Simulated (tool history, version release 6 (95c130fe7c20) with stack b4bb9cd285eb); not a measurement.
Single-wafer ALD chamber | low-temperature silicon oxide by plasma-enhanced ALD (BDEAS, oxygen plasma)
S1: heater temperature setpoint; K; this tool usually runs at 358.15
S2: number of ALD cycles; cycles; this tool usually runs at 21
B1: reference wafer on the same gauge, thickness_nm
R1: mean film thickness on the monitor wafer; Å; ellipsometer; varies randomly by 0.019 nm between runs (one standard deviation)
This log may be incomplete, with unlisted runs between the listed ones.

{"run": 1, "hour": 0.0, "S1": 358.15, "S2": 21, "B1": 3.964, "R1": 34.26}
{"hour": 47.4, "done": "gauge calibrated"}
{"run": 2, "hour": 69.8, "S1": 358.15, "S2": 21, "B1": 3.851, "R1": 32.87}
{"run": 3, "hour": 115.1, "S1": 366.15, "S2": 22, "B1": 3.852, "R1": 33.89}
{"run": 4, "hour": 153.3, "S1": 366.15, "S2": 22, "B1": 3.858, "R1": 33.63}
{"run": 5, "hour": 205.2, "S1": 366.15, "S2": 22, "B1": 3.856, "R1": 33.79}
{"run": 6, "hour": 270.7, "S1": 358.15, "S2": 21, "B1": 3.857, "R1": 33.19}
{"run": 7, "hour": 318.5, "S1": 368.15, "S2": 24, "B1": 3.862, "R1": 36.37}
{"run": 8, "hour": 347.5, "S1": 368.15, "S2": 24, "B1": 3.872, "R1": 36.56}
{"run": 9, "hour": 403.5, "S1": 368.15, "S2": 24, "B1": 3.865, "R1": 36.89}
{"run": 10, "hour": 607.0, "S1": 358.15, "S2": 18, "B1": 3.884, "R1": 28.81}
{"run": 11, "hour": 779.3, "S1": 358.15, "S2": 21, "B1": 3.903, "R1": 33.51}
{"run": 12, "hour": 829.7, "S1": 358.15, "S2": 21, "B1": 3.914, "R1": 33.32}
{"hour": 945.1, "done": "thermocouple changed; heater temperature recalibrated"}
{"run": 13, "hour": 984.0, "S1": 358.15, "S2": 21, "B1": 3.948, "R1": 34.15}
{"run": 14, "hour": 1009.0, "S1": 358.15, "S2": 21, "B1": 3.954, "R1": 33.93}
{"run": 15, "hour": 1043.5, "S1": 345.15, "S2": 23, "B1": 3.956, "R1": 39.22}
{"hour": 1084.9, "done": "gauge calibrated"}
{"run": 16, "hour": 1102.6, "S1": 358.15, "S2": 21, "B1": 3.862, "R1": 33.28}
{"run": 17, "hour": 1144.4, "S1": 358.15, "S2": 23, "B1": 3.861, "R1": 36.43}
{"run": 18, "hour": 1198.2, "S1": 370.15, "S2": 21, "B1": 3.868, "R1": 31.82}
{"run": 19, "hour": 1259.4, "S1": 371.15, "S2": 21, "B1": 3.86, "R1": 31.63}
{"run": 20, "hour": 1319.1, "S1": 367.15, "S2": 24, "B1": 3.867, "R1": 36.44}
{"run": 21, "hour": 1372.3, "S1": 358.15, "S2": 21, "B1": 3.875, "R1": 33.09}
{"run": 22, "hour": 1424.5, "S1": 358.15, "S2": 21, "B1": 3.876, "R1": 33.17}
{"run": 23, "hour": 1496.1, "S1": 358.15, "S2": 21, "B1": 3.88, "R1": 33.27}
{"run": 24, "hour": 1525.4, "S1": 358.15, "S2": 21, "B1": 3.887, "R1": 33.49}
{"run": 25, "hour": 1654.2, "S1": 370.15, "S2": 18, "B1": 3.9, "R1": 27.42}
{"run": 26, "hour": 1690.7, "S1": 369.15, "S2": 20, "B1": 3.901, "R1": 30.79}
{"run": 27, "hour": 1716.1, "S1": 364.15, "S2": 19, "B1": 3.91, "R1": 29.69}
{"run": 28, "hour": 1742.3, "S1": 358.15, "S2": 21, "B1": 3.905, "R1": 33.36}

Branching from run 28: 4 alternative next runs. What would each branch give?
{"run": "A", "hour": 1742.7, "S1": 364.15, "S2": 21, "B1": "?", "R1": "?"}
{"run": "B", "hour": 1742.7, "S1": 352.15, "S2": 21, "B1": "?", "R1": "?"}
{"run": "C", "hour": 1742.7, "S1": 368.15, "S2": 25, "B1": "?", "R1": "?"}
{"run": "D", "hour": 1742.7, "S1": 358.15, "S2": 22, "B1": "?", "R1": "?"}

run=A B1=3.914 R1=32.92
run=B B1=3.914 R1=34.50
run=C B1=3.914 R1=38.56
run=D B1=3.914 R1=35.31
Without the tool's unlogged condition, the same runs would have read:
run=A R1=32.60
run=B R1=34.16
run=C R1=38.19
run=D R1=34.97
